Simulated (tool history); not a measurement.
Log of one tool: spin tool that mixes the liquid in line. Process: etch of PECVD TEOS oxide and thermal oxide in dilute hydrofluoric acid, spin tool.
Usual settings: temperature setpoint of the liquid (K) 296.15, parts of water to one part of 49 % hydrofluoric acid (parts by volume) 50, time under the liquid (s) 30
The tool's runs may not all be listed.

run,hour,temperature setpoint of the liquid (K),parts of water to one part of 49 % hydrofluoric acid (parts by volume),time under the liquid (s),"read-back film thickness of the PECVD TEOS oxide reference wafer, read on the same gauge (nm)","read-back film thickness of the thermal oxide reference wafer, read on the same gauge (nm)",thickness taken off the PECVD TEOS oxide on a monitor wafer (angstrom),thickness taken off the thermal oxide on a monitor wafer (angstrom)
1,0.0,292.65,30,30,150.00,69.956,132.7,49.65
2,26.9,292.65,30,30,150.00,69.981,131.2,49.31
3,59.2,292.65,30,30,150.01,69.987,132.7,49.83
4,119.2,296.15,50,30,149.97,69.969,90.7,33.81
5,149.1,297.65,65,30,150.02,69.951,73.0,27.59
# hour 180.6: gauge calibrated
6,181.0,296.15,40,30,150.01,69.936,113.7,43.17
7,272.6,296.15,40,30,149.99,69.996,114.3,43.91
8,373.7,296.15,35,30,150.01,69.977,134.3,50.01
9,418.6,296.15,35,30,150.00,69.997,133.8,51.53
10,462.3,296.15,35,30,150.01,69.939,136.7,50.96
11,518.6,296.15,50,30,150.00,70.000,93.0,34.78
12,546.1,299.65,50,15,150.02,70.016,53.4,20.07
13,582.0,296.15,75,30,149.98,69.952,59.8,22.72
14,639.0,296.15,50,30,150.02,70.000,95.0,35.88
15,667.0,291.65,65,50,150.00,70.027,99.1,37.70
# hour 706.6: thermometer replaced
16,719.6,292.65,75,45,149.96,69.993,73.7,27.24
17,777.3,300.15,65,30,150.00,69.960,76.7,29.23
# hour 807.6: hydrofluoric acid flow meter replaced
# hour 815.9: gauge calibrated
18,838.9,299.65,50,15,150.00,69.982,47.6,17.67
19,885.5,291.15,65,20,150.02,70.009,33.4,12.77
20,941.3,296.15,50,30,150.00,70.040,83.6,31.20
21,1007.3,296.15,50,20,150.00,70.001,55.8,21.02
22,1038.0,296.15,50,30,150.01,69.961,83.7,31.54

Forecast each of these 4 alternatives for the next run:
A,1038.4,292.15,50,30,?,?,?,?
B,1038.4,293.15,70,25,?,?,?,?
C,1038.4,296.15,60,20,?,?,?,?
D,1038.4,296.15,50,40,?,?,?,?

run,"read-back film thickness of the PECVD TEOS oxide reference wafer, read on the same gauge (nm)","read-back film thickness of the thermal oxide reference wafer, read on the same gauge (nm)",thickness taken off the PECVD TEOS oxide on a monitor wafer (angstrom),thickness taken off the thermal oxide on a monitor wafer (angstrom)
A,150.00,70.010,70.6,26.69
B,150.00,70.010,42.8,16.19
C,150.00,70.010,45.8,17.31
D,150.00,70.010,111.3,42.09
Without the tool's hidden state the same runs would have given:
run,thickness taken off the PECVD TEOS oxide on a monitor wafer (angstrom),thickness taken off the thermal oxide on a monitor wafer (angstrom)
A,67.9,25.68
B,41.2,15.58
C,44.1,16.67
D,107.1,40.53

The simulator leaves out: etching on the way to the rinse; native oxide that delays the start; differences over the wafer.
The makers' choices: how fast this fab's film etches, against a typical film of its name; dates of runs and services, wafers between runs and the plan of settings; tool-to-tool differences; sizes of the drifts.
